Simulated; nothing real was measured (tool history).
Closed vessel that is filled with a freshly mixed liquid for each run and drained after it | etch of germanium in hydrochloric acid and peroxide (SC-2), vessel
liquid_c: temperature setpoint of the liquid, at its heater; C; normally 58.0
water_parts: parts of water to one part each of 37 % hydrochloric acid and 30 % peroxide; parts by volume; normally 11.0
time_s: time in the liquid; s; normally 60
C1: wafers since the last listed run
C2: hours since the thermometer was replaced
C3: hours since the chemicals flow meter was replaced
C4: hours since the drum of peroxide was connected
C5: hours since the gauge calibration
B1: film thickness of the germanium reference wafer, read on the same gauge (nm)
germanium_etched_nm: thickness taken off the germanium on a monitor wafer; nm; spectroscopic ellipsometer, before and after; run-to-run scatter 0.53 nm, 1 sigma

{"run": 1, "day": 0.0, "liquid_c": 61.5, "water_parts": 11.0, "time_s": 60, "C1": 0, "C2": 149.9, "C3": 476.8, "C4": 272.5, "C5": 1976.6, "B1": 60.01, "germanium_etched_nm": 175.35}
{"run": 2, "day": 2.271, "liquid_c": 62.0, "water_parts": 11.0, "time_s": 75, "C1": 6147, "C2": 204.4, "C3": 531.3, "C4": 327.0, "C5": 2031.1, "B1": 59.99, "germanium_etched_nm": 225.03}
{"run": 3, "day": 4.671, "liquid_c": 62.0, "water_parts": 11.0, "time_s": 75, "C1": 6497, "C2": 262.0, "C3": 588.9, "C4": 384.6, "C5": 2088.7, "B1": 60.01, "germanium_etched_nm": 224.49}
{"day": 5.904, "done": "gauge calibrated"}
{"run": 4, "day": 6.675, "liquid_c": 62.0, "water_parts": 11.0, "time_s": 75, "C1": 5425, "C2": 310.1, "C3": 637.0, "C4": 432.7, "C5": 18.5, "B1": 60.02, "germanium_etched_nm": 225.05}
{"run": 5, "day": 9.721, "liquid_c": 58.0, "water_parts": 11.0, "time_s": 60, "C1": 8246, "C2": 383.2, "C3": 710.1, "C4": 505.8, "C5": 91.6, "B1": 60.01, "germanium_etched_nm": 160.83}
{"day": 11.571, "done": "chemicals flow meter replaced"}
{"run": 6, "day": 12.417, "liquid_c": 58.0, "water_parts": 11.0, "time_s": 85, "C1": 7185, "C2": 447.9, "C3": 20.3, "C4": 570.5, "C5": 156.3, "B1": 60.0, "germanium_etched_nm": 227.78}
{"run": 7, "day": 14.179, "liquid_c": 58.0, "water_parts": 11.0, "time_s": 60, "C1": 4771, "C2": 490.2, "C3": 62.6, "C4": 612.8, "C5": 198.6, "B1": 59.98, "germanium_etched_nm": 162.22}
{"day": 14.642, "done": "new drum of peroxide connected"}
{"run": 8, "day": 18.396, "liquid_c": 58.0, "water_parts": 11.0, "time_s": 60, "C1": 11303, "C2": 591.4, "C3": 163.8, "C4": 90.1, "C5": 299.8, "B1": 59.97, "germanium_etched_nm": 162.63}
{"run": 9, "day": 20.038, "liquid_c": 58.0, "water_parts": 11.0, "time_s": 60, "C1": 4444, "C2": 630.8, "C3": 203.2, "C4": 129.5, "C5": 339.2, "B1": 60.02, "germanium_etched_nm": 162.82}
{"run": 10, "day": 23.438, "liquid_c": 58.0, "water_parts": 11.0, "time_s": 60, "C1": 9205, "C2": 712.4, "C3": 284.8, "C4": 211.1, "C5": 420.8, "B1": 60.0, "germanium_etched_nm": 164.13}
{"run": 11, "day": 27.696, "liquid_c": 48.0, "water_parts": 7.5, "time_s": 60, "C1": 11528, "C2": 814.6, "C3": 387.0, "C4": 313.3, "C5": 523.0, "B1": 60.03, "germanium_etched_nm": 124.19}
{"run": 12, "day": 29.621, "liquid_c": 58.0, "water_parts": 11.0, "time_s": 45, "C1": 5211, "C2": 860.8, "C3": 433.2, "C4": 359.5, "C5": 569.2, "B1": 60.02, "germanium_etched_nm": 123.46}
{"run": 13, "day": 32.067, "liquid_c": 53.5, "water_parts": 14.5, "time_s": 30, "C1": 6621, "C2": 919.5, "C3": 491.9, "C4": 418.2, "C5": 627.9, "B1": 60.0, "germanium_etched_nm": 69.23}
{"day": 33.871, "done": "thermometer replaced"}
{"day": 35.967, "done": "new drum of peroxide connected"}
{"run": 14, "day": 35.992, "liquid_c": 58.0, "water_parts": 11.0, "time_s": 60, "C1": 10400, "C2": 50.9, "C3": 586.1, "C4": 0.6, "C5": 722.1, "B1": 60.03, "germanium_etched_nm": 159.43}
{"run": 15, "day": 39.646, "liquid_c": 58.0, "water_parts": 11.0, "time_s": 60, "C1": 9893, "C2": 138.6, "C3": 673.8, "C4": 88.3, "C5": 809.8, "B1": 60.02, "germanium_etched_nm": 158.42}
{"run": 16, "day": 42.808, "liquid_c": 58.0, "water_parts": 11.0, "time_s": 60, "C1": 8562, "C2": 214.5, "C3": 749.7, "C4": 164.2, "C5": 885.7, "B1": 60.01, "germanium_etched_nm": 160.24}
{"day": 43.083, "done": "chemicals flow meter replaced"}
{"run": 17, "day": 46.212, "liquid_c": 65.0, "water_parts": 8.0, "time_s": 45, "C1": 9103, "C2": 296.2, "C3": 75.1, "C4": 245.9, "C5": 967.4, "B1": 60.0, "germanium_etched_nm": 152.61}
{"run": 18, "day": 49.067, "liquid_c": 48.0, "water_parts": 7.5, "time_s": 60, "C1": 7727, "C2": 364.7, "C3": 143.6, "C4": 314.4, "C5": 1035.9, "B1": 59.97, "germanium_etched_nm": 122.94}
{"run": 19, "day": 52.483, "liquid_c": 61.0, "water_parts": 9.0, "time_s": 90, "C1": 9250, "C2": 446.7, "C3": 225.6, "C4": 396.4, "C5": 1117.9, "B1": 60.04, "germanium_etched_nm": 268.3}
{"run": 20, "day": 54.271, "liquid_c": 63.0, "water_parts": 11.0, "time_s": 35, "C1": 4839, "C2": 489.6, "C3": 268.5, "C4": 439.3, "C5": 1160.8, "B1": 60.0, "germanium_etched_nm": 108.57}
{"run": 21, "day": 56.104, "liquid_c": 58.0, "water_parts": 13.0, "time_s": 45, "C1": 4963, "C2": 533.6, "C3": 312.5, "C4": 483.3, "C5": 1204.8, "B1": 59.99, "germanium_etched_nm": 119.33}
{"run": 22, "day": 57.7, "liquid_c": 58.0, "water_parts": 5.5, "time_s": 80, "C1": 4320, "C2": 571.9, "C3": 350.8, "C4": 521.6, "C5": 1243.1, "B1": 60.01, "germanium_etched_nm": 227.99}
{"run": 23, "day": 59.312, "liquid_c": 58.0, "water_parts": 11.0, "time_s": 60, "C1": 4365, "C2": 610.6, "C3": 389.5, "C4": 560.3, "C5": 1281.8, "B1": 59.98, "germanium_etched_nm": 163.12}
{"day": 63.692, "done": "new drum of peroxide connected"}
{"run": 24, "day": 70.475, "liquid_c": 58.0, "water_parts": 11.0, "time_s": 60, "C1": 30108, "C2": 878.5, "C3": 657.4, "C4": 162.8, "C5": 1549.7, "B1": 60.02, "germanium_etched_nm": 164.98}
{"day": 71.825, "done": "thermometer replaced"}
{"run": 25, "day": 73.646, "liquid_c": 67.0, "water_parts": 11.0, "time_s": 95, "C1": 8471, "C2": 43.7, "C3": 733.5, "C4": 238.9, "C5": 1625.8, "B1": 60.0, "germanium_etched_nm": 323.86}

What will run 26 give?
{"day": 74.592, "done": "chemicals flow meter replaced"}
{"run": 26, "day": 76.546, "liquid_c": 58.0, "water_parts": 15.5, "time_s": 75, "C1": 7738, "C2": 113.3, "C3": 46.9, "C4": 308.5, "C5": 1695.4, "B1": "?", "germanium_etched_nm": "?"}

Run 26 measured B1 59.99, germanium_etched_nm 188.46 nm.
Without the tool's hidden state the same run would have given germanium_etched_nm 186.66 nm.
